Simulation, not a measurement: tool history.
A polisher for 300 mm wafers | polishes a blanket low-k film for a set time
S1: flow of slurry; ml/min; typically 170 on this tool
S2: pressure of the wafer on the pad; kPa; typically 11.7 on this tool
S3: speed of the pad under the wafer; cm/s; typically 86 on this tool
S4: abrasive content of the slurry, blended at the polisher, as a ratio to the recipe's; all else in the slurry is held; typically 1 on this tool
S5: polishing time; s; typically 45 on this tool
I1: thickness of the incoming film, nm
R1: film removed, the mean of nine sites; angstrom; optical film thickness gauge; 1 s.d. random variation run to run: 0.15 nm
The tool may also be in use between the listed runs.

run	hour	S1	S2	S3	S4	S5	I1	R1
1	0	170	11.7	86	1	45	388.9	156
# hour 15.9: worn pad replaced by a new one
2	22.1	170	11.7	86	1	45	385	155
3	45.4	170	11.7	86	1	45	388.9	151
4	109	170	11.7	96	1	45	387	163
# hour 115.2: conditioning disc replaced and pad reconditioned
# hour 138.8: worn pad replaced by a new one
5	144.5	170	11.7	96	1	45	391.7	163
6	178.5	170	11.7	96	1	45	387.4	163
7	208.5	170	11.7	86	1	45	387	150
# hour 225: conditioning disc replaced and pad reconditioned
8	240.3	170	11.7	86	1	45	388.2	149
# hour 250: slurry blender recalibrated
# hour 259.8: worn pad replaced by a new one, of another model than before
9	260.3	170	11.7	86	1	45	386.9	140
10	273.6	170	11.7	86	1	57	388.2	178
11	302.6	170	11.7	86	1	57	391.8	178
12	329.5	170	11.7	86	1	45	392.5	139
13	345.2	170	11.7	86	1	45	390.6	138
# hour 364.2: conditioning disc replaced and pad reconditioned
# hour 371: worn pad replaced by a new one
14	378.3	170	13.1	86	1.1	45	382.3	155
15	393.3	170	11.7	114	1	45	389	162
16	421.3	170	11.7	86	1	45	389	133
17	449.7	170	14.5	76	0.9	55	388.5	156
# hour 457.6: head pressure recalibrated
# hour 462.4: slurry nozzle cleaned
18	472.1	170	11.7	86	1	45	393.8	156
# hour 481.7: conditioning disc replaced and pad reconditioned
19	491.9	170	9	70	1	53	394.7	138
# hour 497.8: worn pad replaced by a new one
20	506.4	170	9.7	86	1	45	395.6	139
21	522.9	210	11.7	60	1	45	390	133
22	545.7	170	11.7	86	1	45	389.4	153
23	568.8	140	11.7	86	1	37	391.7	120
24	582.4	170	11.7	86	1	45	386	153
# hour 592.3: conditioning disc replaced and pad reconditioned
25	607.8	140	11.7	86	1.1	45	392.4	156
# hour 616.6: worn pad replaced by a new one
26	638.8	170	11.7	86	1	45	390.7	152

3 ways to go on from here, each from the tool as it stands after run 26. What would each give?
A	639.2	170	11.7	86	1	45	386.8	?
B	639.2	185	14.5	112	1	45	386.8	?
C	639.2	200	11.7	108	1.25	40	386.8	?

run	R1
A	152
B	208
C	186
The same runs, with their run-to-run variation unchanged, on a tool lacking any hidden condition would have given:
run	R1
A	158
B	214
C	192
